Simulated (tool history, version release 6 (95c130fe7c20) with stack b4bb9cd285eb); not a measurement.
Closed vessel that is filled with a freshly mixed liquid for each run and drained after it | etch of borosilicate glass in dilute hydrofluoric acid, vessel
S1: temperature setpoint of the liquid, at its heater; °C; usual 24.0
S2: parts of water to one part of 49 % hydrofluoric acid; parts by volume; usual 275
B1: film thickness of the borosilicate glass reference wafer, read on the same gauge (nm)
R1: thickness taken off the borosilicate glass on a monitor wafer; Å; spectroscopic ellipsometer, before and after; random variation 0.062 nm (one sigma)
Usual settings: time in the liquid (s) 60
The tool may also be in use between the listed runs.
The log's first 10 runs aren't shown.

Run 11, hour 877.7: usual settings but S2 220 parts by volume; B1 79.99. Result: R1 109.7 Å.
Run 12, hour 958.7: usual settings but S1 21.5 °C; B1 80.00. Result: R1 73.9 Å.
Run 13, hour 1024.6: usual settings but S1 21.5 °C; B1 80.00. Result: R1 74.3 Å.
At hour 1101.2: hydrofluoric acid flow meter replaced.
Run 14, hour 1115.2: usual settings; B1 80.01. Result: R1 86.2 Å.
Run 15, hour 1219.3: usual settings; B1 80.01. Result: R1 84.3 Å.
Run 16, hour 1318.5: usual settings but time in the liquid (s) 70; B1 80.01. Result: R1 95.9 Å.
At hour 1360.1: thermometer replaced.
Run 17, hour 1394.4: usual settings but S1 22.5 °C, S2 195 parts by volume, time in the liquid (s) 30; B1 80.04. Result: R1 65.5 Å.
Run 18, hour 1439.3: usual settings; B1 80.01. Result: R1 90.2 Å.
Run 19, hour 1536.6: usual settings but S1 21.5 °C, S2 380 parts by volume, time in the liquid (s) 30; B1 80.04. Result: R1 26.4 Å.
Run 20, hour 1599.6: usual settings but time in the liquid (s) 35; B1 80.04. Result: R1 50.1 Å.
At hour 1674.2: gauge calibrated.
Run 21, hour 1700.6: usual settings; B1 80.01. Result: R1 84.8 Å.
Run 22, hour 1751.9: usual settings but S2 190 parts by volume; B1 79.98. Result: R1 130.5 Å.
At hour 1800.6: hydrofluoric acid flow meter replaced.
Run 23, hour 1837.8: usual settings but S1 22.0 °C, time in the liquid (s) 80; B1 79.99. Result: R1 108.0 Å.
Run 24, hour 1918.3: usual settings; B1 79.98. Result: R1 87.7 Å.
Run 25, hour 1995.4: usual settings but S1 28.0 °C, S2 230 parts by volume, time in the liquid (s) 90; B1 80.00. Result: R1 186.7 Å.
Run 26, hour 2054.1: usual settings but S1 20.0 °C, S2 175 parts by volume, time in the liquid (s) 40; B1 80.00. Result: R1 83.2 Å.
Run 27, hour 2117.7: usual settings but time in the liquid (s) 40; B1 80.03. Result: R1 55.4 Å.
Run 28, hour 2165.1: usual settings; B1 80.01. Result: R1 82.1 Å.
Run 29, hour 2259.6: usual settings but S1 22.5 °C, S2 155 parts by volume; B1 79.97. Result: R1 151.0 Å.
At hour 2263.1: thermometer replaced.
Run 30, hour 2376.6: usual settings but S1 26.0 °C; B1 80.01. Result: R1 90.2 Å.
Run 31, hour 2436.3: usual settings but S1 26.0 °C, S2 340 parts by volume, time in the liquid (s) 30; B1 79.98. Result: R1 33.9 Å.
Run 32, hour 2515.9: usual settings but S1 20.5 °C, time in the liquid (s) 85; B1 79.97. Result: R1 103.6 Å.
Run 33, hour 2579.8: usual settings but S1 26.5 °C, S2 375 parts by volume, time in the liquid (s) 75; B1 80.00. Result: R1 73.8 Å.
Run 34, hour 2650.7: usual settings but S1 28.5 °C, S2 220 parts by volume, time in the liquid (s) 70; B1 80.00. Result: R1 146.3 Å.

Forecast each of these 3 alternatives for the next run:
Run A, hour 2651.4: usual settings but S2 155 parts by volume; B1 ?. Result: R1 ?.
Run B, hour 2651.4: usual settings but time in the liquid (s) 80; B1 ?. Result: R1 ?.
Run C, hour 2651.4: usual settings but S1 28.5 °C, S2 400 parts by volume, time in the liquid (s) 30; B1 ?. Result: R1 ?.

run     B1     R1
  A  80.00  162.2
  B  80.00  107.0
  C  80.00   28.2
Without the tool's hidden state the same runs would have given:
run     R1
  A  188.2
  B  124.5
  C   32.9
